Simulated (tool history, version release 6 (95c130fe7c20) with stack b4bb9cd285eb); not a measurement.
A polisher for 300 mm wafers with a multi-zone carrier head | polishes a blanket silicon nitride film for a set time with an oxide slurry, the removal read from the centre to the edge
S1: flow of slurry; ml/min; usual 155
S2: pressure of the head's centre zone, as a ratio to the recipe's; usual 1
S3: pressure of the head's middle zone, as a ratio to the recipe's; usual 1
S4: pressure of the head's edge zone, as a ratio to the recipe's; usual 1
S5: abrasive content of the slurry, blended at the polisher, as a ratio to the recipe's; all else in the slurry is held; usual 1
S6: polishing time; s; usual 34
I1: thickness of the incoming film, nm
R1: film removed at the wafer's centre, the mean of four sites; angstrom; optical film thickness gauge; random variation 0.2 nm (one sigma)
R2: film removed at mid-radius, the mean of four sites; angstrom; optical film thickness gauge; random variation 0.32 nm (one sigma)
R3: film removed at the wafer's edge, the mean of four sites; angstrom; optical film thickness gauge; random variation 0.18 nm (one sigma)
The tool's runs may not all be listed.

{"run": 1, "hour": 0.0, "S1": 155, "S2": 1, "S3": 1, "S4": 1, "S5": 1, "S6": 34, "I1": 578.5, "R1": 208, "R2": 212, "R3": 218}
{"run": 2, "hour": 15.0, "S1": 155, "S2": 1, "S3": 1, "S4": 1, "S5": 1, "S6": 34, "I1": 568.7, "R1": 205, "R2": 209, "R3": 218}
{"run": 3, "hour": 32.8, "S1": 155, "S2": 1, "S3": 1, "S4": 1.09, "S5": 1, "S6": 34, "I1": 565.6, "R1": 208, "R2": 214, "R3": 225}
{"run": 4, "hour": 46.7, "S1": 155, "S2": 1, "S3": 1, "S4": 1, "S5": 1, "S6": 34, "I1": 571.9, "R1": 205, "R2": 217, "R3": 217}
{"hour": 59.6, "done": "centre zone pressure recalibrated"}
{"run": 5, "hour": 60.4, "S1": 155, "S2": 1, "S3": 0.95, "S4": 1, "S5": 1, "S6": 34, "I1": 576.3, "R1": 207, "R2": 202, "R3": 217}
{"hour": 68.5, "done": "slurry nozzle cleaned"}
{"hour": 69.0, "done": "worn pad replaced by a new one"}
{"run": 6, "hour": 71.5, "S1": 155, "S2": 1, "S3": 1, "S4": 1, "S5": 1, "S6": 34, "I1": 572.6, "R1": 236, "R2": 238, "R3": 237}
{"run": 7, "hour": 85.0, "S1": 155, "S2": 1, "S3": 1, "S4": 1, "S5": 1, "S6": 34, "I1": 577.5, "R1": 235, "R2": 238, "R3": 236}
{"hour": 91.5, "done": "edge zone pressure recalibrated"}
{"run": 8, "hour": 92.0, "S1": 155, "S2": 0.93, "S3": 1, "S4": 0.92, "S5": 1.25, "S6": 23, "I1": 571.6, "R1": 160, "R2": 175, "R3": 166}
{"run": 9, "hour": 101.3, "S1": 125, "S2": 1, "S3": 1, "S4": 0.9, "S5": 1.2, "S6": 24, "I1": 569.9, "R1": 166, "R2": 165, "R3": 166}
{"run": 10, "hour": 108.3, "S1": 155, "S2": 1, "S3": 1, "S4": 1.09, "S5": 1, "S6": 34, "I1": 578, "R1": 233, "R2": 232, "R3": 245}
{"hour": 114.5, "done": "carrier head's membrane replaced by a new one"}
{"run": 11, "hour": 121.4, "S1": 180, "S2": 1.1, "S3": 0.92, "S4": 1, "S5": 0.75, "S6": 34, "I1": 569.9, "R1": 236, "R2": 206, "R3": 213}
{"run": 12, "hour": 129.4, "S1": 155, "S2": 1, "S3": 1, "S4": 0.94, "S5": 1, "S6": 41, "I1": 564.1, "R1": 283, "R2": 283, "R3": 273}
{"run": 13, "hour": 144.6, "S1": 155, "S2": 1, "S3": 1, "S4": 1, "S5": 1, "S6": 34, "I1": 573.3, "R1": 231, "R2": 238, "R3": 233}
{"run": 14, "hour": 158.9, "S1": 125, "S2": 1, "S3": 1, "S4": 1, "S5": 1, "S6": 34, "I1": 566, "R1": 218, "R2": 221, "R3": 224}

What the log doesn't show, run by run:
removal rate lost through wear of the pad, %: 0 in every run
deviation of the centre zone's pressure from its setpoint, %: 0 in every run
deviation of the edge zone's pressure from its setpoint, %: 0 in every run
H1: slurry flow missing at the pad, %
run=1 H1=39.4
run=2 H1=39.6
run=3 H1=39.9
run=4 H1=40.1
run=5 H1=40.3
run=6 H1=1.74
run=7 H1=4.03
run=8 H1=5.17
run=9 H1=6.63
run=10 H1=7.7
run=11 H1=9.6
run=12 H1=10.7
run=13 H1=12.7
run=14 H1=14.5
